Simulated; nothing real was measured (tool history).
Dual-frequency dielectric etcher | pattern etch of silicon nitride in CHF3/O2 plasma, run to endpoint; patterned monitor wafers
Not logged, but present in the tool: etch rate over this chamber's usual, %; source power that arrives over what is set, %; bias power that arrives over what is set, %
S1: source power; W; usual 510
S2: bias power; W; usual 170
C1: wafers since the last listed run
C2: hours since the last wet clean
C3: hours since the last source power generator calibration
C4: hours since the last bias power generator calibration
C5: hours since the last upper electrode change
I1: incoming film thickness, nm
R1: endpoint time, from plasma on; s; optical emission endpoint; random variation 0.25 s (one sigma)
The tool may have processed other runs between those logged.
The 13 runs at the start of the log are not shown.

| run | day | S1 | S2 | C1 | C2 | C3 | C4 | C5 | I1 | R1 |
|---|---|---|---|---|---|---|---|---|---|---|
| 14 | 17.888 | 510 | 170 | 315 | 199.3 | 1965.1 | 177.3 | 5923.1 | 86.3 | 60.4 |
| 15 | 18.683 | 510 | 170 | 229 | 218.4 | 1984.2 | 196.4 | 5942.2 | 86 | 60.2 |
| 16 | 20.167 | 510 | 170 | 427 | 254 | 2019.8 | 232 | 5977.8 | 86.6 | 60.7 |
| 17 | 21.642 | 510 | 170 | 425 | 289.4 | 2055.2 | 267.4 | 6013.2 | 86.2 | 60.2 |
| 18 | 25.433 | 440 | 131 | 1093 | 380.4 | 2146.2 | 358.4 | 6104.2 | 86.6 | 68.6 |
| 19 | 27.046 | 510 | 170 | 464 | 419.1 | 2184.9 | 397.1 | 6142.9 | 86.4 | 60.4 |
|  | 28.129 | source power generator calibrated |
|  | 28.521 | wet clean of the chamber |
| 20 | 28.542 | 450 | 211 | 269 | 0.5 | 9.9 | 433 | 6178.8 | 86.2 | 58.3 |
| 21 | 29.108 | 430 | 170 | 163 | 14.1 | 23.5 | 446.6 | 6192.4 | 86.1 | 63.6 |
|  | 31.342 | upper electrode replaced |
| 22 | 31.362 | 510 | 170 | 361 | 68.2 | 77.6 | 500.7 | 0.5 | 85.9 | 60 |
| 23 | 31.375 | 510 | 170 | 3 | 68.5 | 77.9 | 501 | 0.8 | 85.9 | 60.1 |
| 24 | 32.588 | 610 | 140 | 349 | 97.6 | 107 | 530.1 | 29.9 | 86.8 | 60.5 |
| 25 | 33.4 | 410 | 202 | 234 | 117.1 | 126.5 | 549.6 | 49.4 | 85.9 | 60.7 |
| 26 | 34.329 | 510 | 170 | 267 | 139.4 | 148.8 | 571.9 | 71.7 | 86.2 | 59.7 |
| 27 | 35.683 | 470 | 204 | 390 | 171.9 | 181.3 | 604.4 | 104.2 | 85 | 57.9 |
| 28 | 36.962 | 460 | 145 | 368 | 202.6 | 212 | 635.1 | 134.9 | 85.7 | 65 |
| 29 | 37.588 | 510 | 170 | 180 | 217.6 | 227 | 650.1 | 149.9 | 85.6 | 59.8 |
| 30 | 38.829 | 510 | 182 | 357 | 247.4 | 256.8 | 679.9 | 179.7 | 84.9 | 58 |
| 31 | 40.904 | 570 | 170 | 598 | 297.2 | 306.6 | 729.7 | 229.5 | 86.5 | 57.9 |
| 32 | 41.679 | 510 | 170 | 223 | 315.8 | 325.2 | 748.3 | 248.1 | 86.7 | 60 |
| 33 | 42.804 | 560 | 184 | 324 | 342.8 | 352.2 | 775.3 | 275.1 | 85.6 | 56.4 |
| 34 | 44.3 | 510 | 170 | 431 | 378.7 | 388.1 | 811.2 | 311 | 85.8 | 59.8 |
| 35 | 45.654 | 440 | 139 | 390 | 411.2 | 420.6 | 843.7 | 343.5 | 86.3 | 67.5 |
| 36 | 47.054 | 450 | 141 | 403 | 444.8 | 454.2 | 877.3 | 377.1 | 87 | 67.6 |

3 ways to go on from here, each from the tool as it stands after run 36. What would each give?
| A | 47.071 | 510 | 150 | 4 | 445.2 | 454.6 | 877.7 | 377.5 | 87 | ? |
| B | 47.071 | 470 | 158 | 4 | 445.2 | 454.6 | 877.7 | 377.5 | 87 | ? |
| C | 47.071 | 540 | 170 | 4 | 445.2 | 454.6 | 877.7 | 377.5 | 87 | ? |

| run | R1 |
|---|---|
| A | 63.2 |
| B | 64 |
| C | 59.6 |
What these runs would have given with no unlogged condition in the tool:
| run | R1 |
|---|---|
| A | 63.2 |
| B | 64 |
| C | 59.6 |

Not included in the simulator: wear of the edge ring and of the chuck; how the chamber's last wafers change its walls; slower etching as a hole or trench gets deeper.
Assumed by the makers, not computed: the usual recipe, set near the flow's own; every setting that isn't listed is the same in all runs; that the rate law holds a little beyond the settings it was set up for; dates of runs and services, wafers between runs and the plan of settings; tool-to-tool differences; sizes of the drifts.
